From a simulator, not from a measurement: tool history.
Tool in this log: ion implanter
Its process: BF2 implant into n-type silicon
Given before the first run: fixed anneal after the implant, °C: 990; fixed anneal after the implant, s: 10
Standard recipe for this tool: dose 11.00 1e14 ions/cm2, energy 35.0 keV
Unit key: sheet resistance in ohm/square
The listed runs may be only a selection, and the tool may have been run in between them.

| run | hour | dose | energy | read-back reference wafer on the same gauge, sheet resistance | sheet resistance |
|---|---|---|---|---|---|
| 1 | 0.0 | 11.00 | 35.0 | 185.11 | 171.21 |
| 2 | 16.2 | 11.00 | 35.0 | 185.10 | 171.22 |
| 3 | 32.4 | 11.00 | 35.0 | 185.09 | 171.27 |
| 4 | 41.9 | 11.00 | 35.0 | 184.96 | 170.46 |
| 5 | 55.4 | 11.00 | 35.0 | 184.89 | 171.01 |
| 6 | 73.1 | 11.00 | 35.0 | 185.02 | 170.64 |
| 7 | 79.7 | 13.13 | 35.0 | 184.99 | 164.19 |
| 8 | 88.6 | 13.13 | 35.0 | 185.02 | 164.34 |
| 9 | 96.0 | 13.13 | 35.0 | 184.99 | 164.32 |
|  | 109.9 | Faraday cup replaced and dose calibrated |
| 10 | 110.4 | 11.00 | 35.0 | 185.11 | 170.91 |
| 11 | 115.8 | 8.46 | 44.0 | 185.10 | 170.54 |
|  | 125.7 | gauge calibrated |
| 12 | 129.5 | 9.79 | 23.5 | 185.20 | 215.72 |
| 13 | 136.6 | 8.23 | 25.5 | 184.97 | 216.52 |
|  | 150.4 | extraction supply calibrated |
| 14 | 150.9 | 14.05 | 39.0 | 184.97 | 152.44 |
| 15 | 152.5 | 13.59 | 28.0 | 185.09 | 185.37 |
| 16 | 170.0 | 9.06 | 35.0 | 184.98 | 181.61 |
| 17 | 187.9 | 11.00 | 35.0 | 184.85 | 171.20 |
| 18 | 198.2 | 9.46 | 25.0 | 184.87 | 211.10 |
| 19 | 211.8 | 11.00 | 35.0 | 184.87 | 170.95 |
| 20 | 222.9 | 9.91 | 44.5 | 184.99 | 158.18 |

Forecast each of these 3 alternatives for the next run:
| A | 223.3 | 12.37 | 35.0 | ? | ? |
| B | 223.3 | 8.90 | 35.0 | ? | ? |
| C | 223.3 | 11.00 | 39.0 | ? | ? |

| run | read-back reference wafer on the same gauge, sheet resistance | sheet resistance |
|---|---|---|
| A | 185.08 | 166.80 |
| B | 185.08 | 183.10 |
| C | 185.08 | 162.48 |
Without the tool's unlogged condition, the same runs would have read:
| run | sheet resistance |
|---|---|
| A | 166.80 |
| B | 183.10 |
| C | 162.48 |

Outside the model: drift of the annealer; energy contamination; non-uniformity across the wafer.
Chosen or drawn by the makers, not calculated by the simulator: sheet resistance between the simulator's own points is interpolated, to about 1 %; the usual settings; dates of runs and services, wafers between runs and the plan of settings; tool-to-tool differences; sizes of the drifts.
